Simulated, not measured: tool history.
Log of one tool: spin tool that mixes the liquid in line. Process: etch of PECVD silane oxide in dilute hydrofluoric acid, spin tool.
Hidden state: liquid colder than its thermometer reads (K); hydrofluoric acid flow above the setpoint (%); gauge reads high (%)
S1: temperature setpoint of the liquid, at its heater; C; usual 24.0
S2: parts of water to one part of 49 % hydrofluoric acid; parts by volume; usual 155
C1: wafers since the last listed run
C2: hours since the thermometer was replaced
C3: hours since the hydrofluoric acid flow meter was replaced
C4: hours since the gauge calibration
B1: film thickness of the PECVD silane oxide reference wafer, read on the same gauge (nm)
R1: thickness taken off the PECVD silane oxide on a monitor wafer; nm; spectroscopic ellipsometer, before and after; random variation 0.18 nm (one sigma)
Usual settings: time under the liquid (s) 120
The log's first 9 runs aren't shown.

run 10 hour=479.2 | S1=24.0 S2=155 time_under_the_liquid_(s)=120 | C1=237 C2=758.6 C3=1239.8 C4=1976.1 | B1=92.01 | R1=38.24
run 11 hour=503.4 | S1=24.0 S2=155 time_under_the_liquid_(s)=120 | C1=135 C2=782.8 C3=1264.0 C4=2000.3 | B1=92.07 | R1=38.26
run 12 hour=544.7 | S1=21.0 S2=95 time_under_the_liquid_(s)=140 | C1=231 C2=824.1 C3=1305.3 C4=2041.6 | B1=92.15 | R1=69.77
run 13 hour=580.2 | S1=24.0 S2=155 time_under_the_liquid_(s)=120 | C1=199 C2=859.6 C3=1340.8 C4=2077.1 | B1=92.22 | R1=37.96
-- hour=594.4 thermometer replaced
-- hour=594.5 gauge calibrated
run 14 hour=617.2 | S1=22.5 S2=155 time_under_the_liquid_(s)=190 | C1=202 C2=22.8 C3=1377.8 C4=22.7 | B1=90.19 | R1=55.96
run 15 hour=660.6 | S1=24.0 S2=110 time_under_the_liquid_(s)=120 | C1=243 C2=66.2 C3=1421.2 C4=66.1 | B1=90.20 | R1=55.99
run 16 hour=730.3 | S1=24.0 S2=155 time_under_the_liquid_(s)=120 | C1=391 C2=135.9 C3=1490.9 C4=135.8 | B1=90.19 | R1=37.50
run 17 hour=782.5 | S1=24.0 S2=155 time_under_the_liquid_(s)=120 | C1=292 C2=188.1 C3=1543.1 C4=188.0 | B1=90.25 | R1=37.10
run 18 hour=819.0 | S1=24.0 S2=205 time_under_the_liquid_(s)=120 | C1=204 C2=224.6 C3=1579.6 C4=224.5 | B1=90.21 | R1=26.63
run 19 hour=865.7 | S1=20.0 S2=230 time_under_the_liquid_(s)=120 | C1=262 C2=271.3 C3=1626.3 C4=271.2 | B1=90.25 | R1=20.15
run 20 hour=998.5 | S1=25.5 S2=155 time_under_the_liquid_(s)=120 | C1=745 C2=404.1 C3=1759.1 C4=404.0 | B1=90.31 | R1=39.66
-- hour=1053.9 hydrofluoric acid flow meter replaced
run 21 hour=1064.3 | S1=19.0 S2=225 time_under_the_liquid_(s)=190 | C1=363 C2=469.9 C3=10.4 C4=469.8 | B1=90.27 | R1=31.46
run 22 hour=1102.7 | S1=26.0 S2=220 time_under_the_liquid_(s)=120 | C1=215 C2=508.3 C3=48.8 C4=508.2 | B1=90.33 | R1=26.50
run 23 hour=1137.1 | S1=24.0 S2=155 time_under_the_liquid_(s)=120 | C1=193 C2=542.7 C3=83.2 C4=542.6 | B1=90.34 | R1=37.71
run 24 hour=1170.5 | S1=24.0 S2=195 time_under_the_liquid_(s)=120 | C1=187 C2=576.1 C3=116.6 C4=576.0 | B1=90.30 | R1=28.39
run 25 hour=1216.7 | S1=24.0 S2=175 time_under_the_liquid_(s)=100 | C1=259 C2=622.3 C3=162.8 C4=622.2 | B1=90.35 | R1=26.94
run 26 hour=1266.6 | S1=21.0 S2=155 time_under_the_liquid_(s)=100 | C1=280 C2=672.2 C3=212.7 C4=672.1 | B1=90.43 | R1=27.88
run 27 hour=1297.1 | S1=27.0 S2=155 time_under_the_liquid_(s)=80 | C1=171 C2=702.7 C3=243.2 C4=702.6 | B1=90.40 | R1=27.80
run 28 hour=1323.0 | S1=24.0 S2=155 time_under_the_liquid_(s)=165 | C1=145 C2=728.6 C3=269.1 C4=728.5 | B1=90.46 | R1=51.03
run 29 hour=1378.7 | S1=22.5 S2=135 time_under_the_liquid_(s)=165 | C1=312 C2=784.3 C3=324.8 C4=784.2 | B1=90.44 | R1=56.71
run 30 hour=1414.5 | S1=27.5 S2=205 time_under_the_liquid_(s)=180 | C1=200 C2=820.1 C3=360.6 C4=820.0 | B1=90.50 | R1=45.99
-- hour=1441.6 thermometer replaced
run 31 hour=1474.7 | S1=26.0 S2=155 time_under_the_liquid_(s)=150 | C1=332 C2=33.1 C3=420.8 C4=880.2 | B1=90.50 | R1=50.93
run 32 hour=1510.6 | S1=26.5 S2=100 time_under_the_liquid_(s)=180 | C1=201 C2=69.0 C3=456.7 C4=916.1 | B1=90.55 | R1=102.44

Forecast each of these 5 alternatives for the next run:
run A hour=1511.1 | S1=24.0 S2=225 time_under_the_liquid_(s)=120 | C1=2 C2=69.5 C3=457.2 C4=916.6 | B1=? | R1=?
run B hour=1511.1 | S1=24.0 S2=180 time_under_the_liquid_(s)=70 | C1=2 C2=69.5 C3=457.2 C4=916.6 | B1=? | R1=?
run C hour=1511.1 | S1=25.5 S2=80 time_under_the_liquid_(s)=180 | C1=2 C2=69.5 C3=457.2 C4=916.6 | B1=? | R1=?
run D hour=1511.1 | S1=24.0 S2=155 time_under_the_liquid_(s)=75 | C1=2 C2=69.5 C3=457.2 C4=916.6 | B1=? | R1=?
run E hour=1511.1 | S1=24.0 S2=155 time_under_the_liquid_(s)=100 | C1=2 C2=69.5 C3=457.2 C4=916.6 | B1=? | R1=?

run=A B1=90.57 R1=24.05
run=B B1=90.57 R1=18.41
run=C B1=90.57 R1=127.21
run=D B1=90.57 R1=23.55
run=E B1=90.57 R1=31.40
Without the tool's hidden state the same runs would have given:
run=A R1=23.90
run=B R1=18.29
run=C R1=126.41
run=D R1=23.40
run=E R1=31.21
